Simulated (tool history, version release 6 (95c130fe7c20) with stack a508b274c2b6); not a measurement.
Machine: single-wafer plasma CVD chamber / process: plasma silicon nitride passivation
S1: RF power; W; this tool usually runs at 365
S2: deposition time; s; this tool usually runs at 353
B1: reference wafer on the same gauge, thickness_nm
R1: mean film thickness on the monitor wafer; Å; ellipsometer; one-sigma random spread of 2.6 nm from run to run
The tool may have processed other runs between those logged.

run	hour	S1	S2	B1	R1
1	0.0	365	299	452.305	4005.53
2	8.6	365	353	452.655	4778.72
# hour 13.0: gauge calibrated
3	24.4	365	353	451.902	4720.54
4	40.1	365	353	452.173	4727.68
5	49.9	365	401	452.127	5345.70
6	80.8	365	401	451.934	5380.31
7	98.6	365	353	452.180	4747.89
# hour 118.9: showerhead replaced
8	119.4	365	353	451.843	4720.10
9	122.3	365	353	451.791	4669.20
10	140.0	405	371	452.306	5131.50

Estimate the outcome of run 11 from the log above:
11	151.6	365	353	?	?

{"run 11": {"B1": 451.499, "R1": 4704.52}}
On a tool with no hidden condition, and with the same random variation, this run would have come out at R1 4704.52 Å.
